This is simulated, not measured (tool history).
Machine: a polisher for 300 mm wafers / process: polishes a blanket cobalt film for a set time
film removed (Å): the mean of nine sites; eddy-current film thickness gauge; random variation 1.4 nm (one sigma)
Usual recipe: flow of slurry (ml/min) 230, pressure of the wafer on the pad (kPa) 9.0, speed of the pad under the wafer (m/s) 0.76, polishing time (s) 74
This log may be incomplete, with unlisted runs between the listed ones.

run,hour,flow of slurry (ml/min),pressure of the wafer on the pad (kPa),speed of the pad under the wafer (m/s),polishing time (s),wafers since the last listed run,wafers polished on this pad,hours since the slurry nozzle was cleaned,hours since the head pressure was calibrated,"incoming thickness of the incoming film, nm",film removed (Å)
1,0.0,275,9.0,0.82,74,0,1970,565.3,242.5,696.5,1992
# hour 9.8: worn pad replaced by a new one
# hour 19.2: slurry nozzle cleaned
2,22.7,230,9.0,0.86,74,184,123,3.5,265.2,685.7,2109
3,52.2,230,9.0,0.86,74,307,431,33.0,294.7,703.3,2094
4,80.8,230,9.0,0.86,74,298,729,61.6,323.3,682.7,2123
5,105.8,230,10.3,0.76,74,260,989,86.6,348.3,691.5,2153
6,133.9,230,10.3,0.76,74,292,1282,114.7,376.4,686.2,2132
7,151.0,230,9.0,0.76,74,178,1461,131.8,393.5,680.9,1863
8,181.8,230,9.0,0.76,74,321,1782,162.6,424.3,685.1,1874
# hour 196.3: worn pad replaced by a new one
9,207.8,230,9.0,0.76,74,229,120,188.6,450.3,686.4,1877
10,229.9,230,9.0,0.76,74,230,350,210.7,472.4,696.7,1892
11,259.6,230,9.0,0.76,74,309,660,240.4,502.1,686.6,1855
12,292.9,230,9.0,0.76,74,347,1007,273.7,535.4,693.4,1870
13,309.2,280,9.0,0.62,74,169,1177,290.0,551.7,696.8,1581
14,330.8,280,9.0,0.62,74,225,1402,311.6,573.3,700.1,1579
15,344.8,280,9.0,0.62,74,145,1548,325.6,587.3,675.2,1601
16,358.4,230,10.3,0.76,52,141,1690,339.2,600.9,684.9,1477
17,372.6,230,9.0,0.76,74,148,1838,353.4,615.1,694.1,1848
# hour 413.1: worn pad replaced by a new one
18,472.9,185,5.5,0.76,74,1003,623,453.7,715.4,688.7,1176
19,506.1,230,7.6,0.76,54,346,969,486.9,748.6,703.3,1151
20,521.7,230,11.7,0.76,74,162,1132,502.5,764.2,692.7,2292
21,534.1,230,6.2,0.68,74,129,1261,514.9,776.6,694.5,1216
22,559.1,160,9.0,0.98,74,260,1521,539.9,801.6,690.1,2102
# hour 564.7: head pressure recalibrated
23,582.4,230,9.0,0.58,74,222,1744,563.2,17.7,678.6,1436
# hour 610.2: worn pad replaced by a new one
24,622.0,185,9.0,0.76,74,371,123,602.8,57.3,680.9,1719
25,641.9,160,10.3,0.76,74,207,330,622.7,77.2,692.5,1878
# hour 671.7: slurry nozzle cleaned
26,676.9,190,11.0,0.76,74,354,685,5.2,112.2,691.4,2219
27,694.1,230,9.0,0.76,74,179,864,22.4,129.4,691.2,1892
28,709.8,230,9.0,0.76,74,163,1028,38.1,145.1,686.5,1872
29,730.6,190,7.6,0.98,67,216,1245,58.9,165.9,687.4,1816
30,765.7,295,11.0,0.88,52,365,1611,94.0,201.0,678.2,1847
# hour 793.4: worn pad replaced by a new one
31,799.2,160,9.0,0.76,74,307,60,127.5,234.5,688.4,1777
32,818.3,230,9.0,0.76,74,199,259,146.6,253.6,687.9,1902
33,834.9,230,7.6,0.76,54,173,432,163.2,270.2,690.1,1180
34,857.4,155,9.0,0.64,88,234,667,185.7,292.7,682.2,1809
35,878.7,230,11.0,0.76,74,222,889,207.0,314.0,694.8,2234
36,903.8,295,9.0,0.76,67,261,1150,232.1,339.1,692.4,1744

What the log doesn't show, run by run:
removal rate lost through wear of the pad, %: 0 in every run
deviation of the head's pressure from its setpoint, %: 0 in every run
H1: slurry flow missing at the pad, %
run,H1
1,22.3
2,1.81
3,1.88
4,2.06
5,2.3
6,2.68
7,2.95
8,3.55
9,4.15
10,4.73
11,5.61
12,6.74
13,7.34
14,8.2
15,8.79
16,9.38
17,10
18,15.4
19,17.4
20,18.4
21,19.3
22,21
23,22.7
24,25.7
25,27.3
26,1.87
27,1.9
28,1.97
29,2.1
30,2.45
31,2.94
32,3.29
33,3.62
34,4.14
35,4.69
36,5.42

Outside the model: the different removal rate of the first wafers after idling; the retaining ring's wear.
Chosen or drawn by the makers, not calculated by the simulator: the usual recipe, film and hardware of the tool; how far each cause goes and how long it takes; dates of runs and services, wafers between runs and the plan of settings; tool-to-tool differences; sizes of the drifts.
